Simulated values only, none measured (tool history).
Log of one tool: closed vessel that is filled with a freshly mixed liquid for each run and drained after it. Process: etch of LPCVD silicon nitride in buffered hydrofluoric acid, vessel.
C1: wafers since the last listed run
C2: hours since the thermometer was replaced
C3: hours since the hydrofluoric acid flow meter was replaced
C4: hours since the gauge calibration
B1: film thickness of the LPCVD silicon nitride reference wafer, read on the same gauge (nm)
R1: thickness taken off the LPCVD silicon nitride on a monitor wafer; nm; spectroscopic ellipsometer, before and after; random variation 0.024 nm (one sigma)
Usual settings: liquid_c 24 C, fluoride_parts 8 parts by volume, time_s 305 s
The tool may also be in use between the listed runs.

run 1 hour=0 | liquid_c=24 fluoride_parts=8 time_s=305 | C1=0 C2=2555 C3=318.5 C4=1.5 | B1=139.98 | R1=7.06
run 2 hour=15.7 | liquid_c=24 fluoride_parts=8 time_s=305 | C1=1815 C2=2570.7 C3=334.2 C4=17.2 | B1=140.02 | R1=7.03
run 3 hour=23.6 | liquid_c=24 fluoride_parts=8 time_s=305 | C1=913 C2=2578.6 C3=342.1 C4=25.1 | B1=139.99 | R1=6.98
run 4 hour=39.6 | liquid_c=24 fluoride_parts=8 time_s=305 | C1=1850 C2=2594.6 C3=358.1 C4=41.1 | B1=139.99 | R1=7
run 5 hour=51.8 | liquid_c=24 fluoride_parts=8 time_s=305 | C1=1410 C2=2606.8 C3=370.3 C4=53.3 | B1=139.99 | R1=7.02
run 6 hour=62.8 | liquid_c=24 fluoride_parts=8 time_s=305 | C1=1272 C2=2617.8 C3=381.3 C4=64.3 | B1=140 | R1=7.02
run 7 hour=74.6 | liquid_c=21 fluoride_parts=8 time_s=305 | C1=1364 C2=2629.6 C3=393.1 C4=76.1 | B1=139.98 | R1=5.98
run 8 hour=89.4 | liquid_c=24 fluoride_parts=8 time_s=305 | C1=1711 C2=2644.4 C3=407.9 C4=90.9 | B1=140.01 | R1=7.04
-- hour=90.8 hydrofluoric acid flow meter replaced
run 9 hour=98.1 | liquid_c=24 fluoride_parts=8 time_s=305 | C1=890 C2=2653.1 C3=7.3 C4=99.6 | B1=140.02 | R1=7.08
run 10 hour=106.7 | liquid_c=24 fluoride_parts=6.5 time_s=305 | C1=994 C2=2661.7 C3=15.9 C4=108.2 | B1=139.99 | R1=8.69
run 11 hour=115.3 | liquid_c=24 fluoride_parts=8 time_s=305 | C1=994 C2=2670.3 C3=24.5 C4=116.8 | B1=140.01 | R1=7.03
run 12 hour=132.4 | liquid_c=24 fluoride_parts=8 time_s=305 | C1=1977 C2=2687.4 C3=41.6 C4=133.9 | B1=139.99 | R1=7.03
run 13 hour=140.2 | liquid_c=28.5 fluoride_parts=10 time_s=185 | C1=901 C2=2695.2 C3=49.4 C4=141.7 | B1=140 | R1=4.48
run 14 hour=149.2 | liquid_c=24 fluoride_parts=8 time_s=305 | C1=1040 C2=2704.2 C3=58.4 C4=150.7 | B1=140.01 | R1=7.1
-- hour=153.2 thermometer replaced
run 15 hour=158.7 | liquid_c=28.5 fluoride_parts=6 time_s=305 | C1=982 C2=5.5 C3=67.9 C4=160.2 | B1=140 | R1=10.33
run 16 hour=167.7 | liquid_c=24 fluoride_parts=8 time_s=305 | C1=1040 C2=14.5 C3=76.9 C4=169.2 | B1=140 | R1=6.17
run 17 hour=180.7 | liquid_c=24 fluoride_parts=10.5 time_s=220 | C1=1503 C2=27.5 C3=89.9 C4=182.2 | B1=139.98 | R1=3.49
run 18 hour=198.3 | liquid_c=24 fluoride_parts=11 time_s=305 | C1=2035 C2=45.1 C3=107.5 C4=199.8 | B1=139.99 | R1=4.63
run 19 hour=208.6 | liquid_c=24 fluoride_parts=8 time_s=305 | C1=1191 C2=55.4 C3=117.8 C4=210.1 | B1=140 | R1=6.16
run 20 hour=222.8 | liquid_c=21 fluoride_parts=9.5 time_s=400 | C1=1642 C2=69.6 C3=132 C4=224.3 | B1=140.01 | R1=5.83
run 21 hour=236.7 | liquid_c=24 fluoride_parts=9.5 time_s=305 | C1=1607 C2=83.5 C3=145.9 C4=238.2 | B1=140 | R1=5.29
run 22 hour=244.7 | liquid_c=24 fluoride_parts=10 time_s=305 | C1=925 C2=91.5 C3=153.9 C4=246.2 | B1=140.01 | R1=5.08
run 23 hour=254.6 | liquid_c=20.5 fluoride_parts=5.5 time_s=470 | C1=1144 C2=101.4 C3=163.8 C4=256.1 | B1=139.99 | R1=11.14
run 24 hour=270.2 | liquid_c=21.5 fluoride_parts=6.5 time_s=135 | C1=1803 C2=117 C3=179.4 C4=271.7 | B1=139.99 | R1=2.96
run 25 hour=278.6 | liquid_c=21.5 fluoride_parts=6.5 time_s=440 | C1=971 C2=125.4 C3=187.8 C4=280.1 | B1=139.99 | R1=9.63
run 26 hour=289.5 | liquid_c=28.5 fluoride_parts=8 time_s=475 | C1=1260 C2=136.3 C3=198.7 C4=291 | B1=140.03 | R1=12.28
run 27 hour=300.5 | liquid_c=27 fluoride_parts=5.5 time_s=460 | C1=1272 C2=147.3 C3=209.7 C4=302 | B1=139.99 | R1=15.57
run 28 hour=313.4 | liquid_c=19.5 fluoride_parts=9 time_s=480 | C1=1491 C2=160.2 C3=222.6 C4=314.9 | B1=140 | R1=6.65
run 29 hour=331.2 | liquid_c=21 fluoride_parts=8 time_s=215 | C1=2058 C2=178 C3=240.4 C4=332.7 | B1=139.97 | R1=3.71
run 30 hour=341.3 | liquid_c=24 fluoride_parts=8 time_s=230 | C1=1167 C2=188.1 C3=250.5 C4=342.8 | B1=139.99 | R1=4.67
run 31 hour=355.9 | liquid_c=24 fluoride_parts=8 time_s=305 | C1=1688 C2=202.7 C3=265.1 C4=357.4 | B1=139.99 | R1=6.2

Forecast each of these 5 alternatives for the next run:
run A hour=356.6 | liquid_c=24 fluoride_parts=8 time_s=485 | C1=80 C2=203.4 C3=265.8 C4=358.1 | B1=? | R1=?
run B hour=356.6 | liquid_c=22 fluoride_parts=5.5 time_s=260 | C1=80 C2=203.4 C3=265.8 C4=358.1 | B1=? | R1=?
run C hour=356.6 | liquid_c=27.5 fluoride_parts=6 time_s=175 | C1=80 C2=203.4 C3=265.8 C4=358.1 | B1=? | R1=?
run D hour=356.6 | liquid_c=24 fluoride_parts=5.5 time_s=245 | C1=80 C2=203.4 C3=265.8 C4=358.1 | B1=? | R1=?
run E hour=356.6 | liquid_c=20 fluoride_parts=6 time_s=375 | C1=80 C2=203.4 C3=265.8 C4=358.1 | B1=? | R1=?

run=A B1=140.01 R1=9.89
run=B B1=140.01 R1=6.76
run=C B1=140.01 R1=5.69
run=D B1=140.01 R1=7.1
run=E B1=140.01 R1=8.1
Without the tool's hidden state the same runs would have given:
run=A R1=9.79
run=B R1=6.68
run=C R1=5.63
run=D R1=7.03
run=E R1=8.01
